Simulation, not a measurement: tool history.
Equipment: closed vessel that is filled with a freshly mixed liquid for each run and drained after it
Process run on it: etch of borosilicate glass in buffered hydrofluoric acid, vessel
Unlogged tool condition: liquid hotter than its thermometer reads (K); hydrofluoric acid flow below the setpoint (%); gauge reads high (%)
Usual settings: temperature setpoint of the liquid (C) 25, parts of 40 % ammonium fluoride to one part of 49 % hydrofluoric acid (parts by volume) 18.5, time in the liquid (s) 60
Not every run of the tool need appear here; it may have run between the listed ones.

run	hour	temperature setpoint of the liquid (C)	parts of 40 % ammonium fluoride to one part of 49 % hydrofluoric acid (parts by volume)	time in the liquid (s)	wafers since the last listed run	hours since the thermometer was replaced	hours since the hydrofluoric acid flow meter was replaced	hours since the gauge calibration	read-back film thickness of the borosilicate glass reference wafer, read on the same gauge (nm)	thickness taken off the borosilicate glass on a monitor wafer (angstrom)
1	0	25	22	60	0	679.4	642.4	87.9	70.02	436
2	24.7	25	22	60	1967	704.1	667.1	112.6	69.99	434.1
3	48.2	25	14.5	60	1871	727.6	690.6	136.1	70	628.3
4	72.6	25	14.5	60	1943	752	715	160.5	70	622.3
5	92.7	25	18.5	60	1601	772.1	735.1	180.6	70.03	488.1
6	109	25	18.5	60	1298	788.4	751.4	196.9	70	495.4
# hour 129.6: hydrofluoric acid flow meter replaced
7	131.3	25	18.5	60	1696	810.7	1.7	219.2	70.02	540.1
# hour 139.6: thermometer replaced
8	146.4	22.5	18.5	60	1123	6.8	16.8	234.3	69.98	408
9	164.8	27	12.5	35	1465	25.2	35.2	252.7	69.96	448.3
10	200.4	25	18.5	60	2835	60.8	70.8	288.3	70.02	475.3

Forecast run 11:
# hour 203.3: gauge calibrated
11	230	23	18.5	60	2357	90.4	100.4	26.7	?	?

{"run 11": {"read-back film thickness of the borosilicate glass reference wafer, read on the same gauge (nm)": 70.01, "thickness taken off the borosilicate glass on a monitor wafer (angstrom)": 421.6}}
Had the tool carried no hidden state, the very same run would have given thickness taken off the borosilicate glass on a monitor wafer (angstrom) 423.7.
